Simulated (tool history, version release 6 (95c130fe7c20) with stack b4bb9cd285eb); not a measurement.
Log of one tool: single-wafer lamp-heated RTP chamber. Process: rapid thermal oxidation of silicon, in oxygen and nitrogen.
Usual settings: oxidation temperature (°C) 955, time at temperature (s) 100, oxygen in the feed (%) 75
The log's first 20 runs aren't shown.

run     day  oxidation temperature (°C)  time at temperature (s)  oxygen in the feed (%)  read-back reference wafer on the same gauge, thickness  oxide thickness on the monitor wafer (angstrom)
     10.154  -- gauge calibrated
 21    10.8                         955                      100                      75                                                   4.699                                            45.21
 22  11.354                         982                      118                      75                                                   4.701                                            59.52
 23  12.025                         964                       50                      75                                                   4.699                                            36.32
 24  12.533                         955                      100                      75                                                     4.7                                            45.15
 25  13.833                         955                      100                      98                                                   4.699                                            49.43
 26  15.488                         964                      100                      75                                                   4.697                                            48.35
 27  16.233                         955                      100                      75                                                   4.697                                            45.26
 28  16.542                         955                      100                      75                                                   4.702                                            45.28
 29   17.25                         955                       61                      75                                                   4.704                                            36.92
 30  17.754                         955                      100                      75                                                   4.698                                            45.32
 31   18.85                         955                      100                      86                                                     4.7                                            47.52
 32  20.954                         955                      100                      58                                                   4.699                                             41.8
 33  21.383                         955                      100                      49                                                   4.697                                            39.66
 34  21.917                         982                      138                      98                                                     4.7                                            70.61
 35  22.246                         955                      100                      75                                                     4.7                                            45.47
 36  22.892                         955                      100                      75                                                     4.7                                            45.52
 37    23.4                         979                       53                      52                                                   4.695                                            37.02
 38  23.954                         972                      100                      65                                                   4.701                                            49.35

4 ways to go on from here, each from the tool as it stands after run 38. What would each give?
  A  23.975                         955                      100                      75                                                       ?                                                ?
  B  23.975                         946                      132                      54                                                       ?                                                ?
  C  23.975                         955                      140                      75                                                       ?                                                ?
  D  23.975                         943                      100                      86                                                       ?                                                ?

run  read-back reference wafer on the same gauge, thickness  oxide thickness on the monitor wafer (angstrom)
  A                                                   4.699                                            45.46
  B                                                   4.699                                            43.05
  C                                                   4.699                                            52.64
  D                                                   4.699                                            43.49
Without the tool's hidden state the same runs would have given:
run  oxide thickness on the monitor wafer (angstrom)
  A                                            45.07
  B                                            42.69
  C                                            52.17
  D                                            43.11
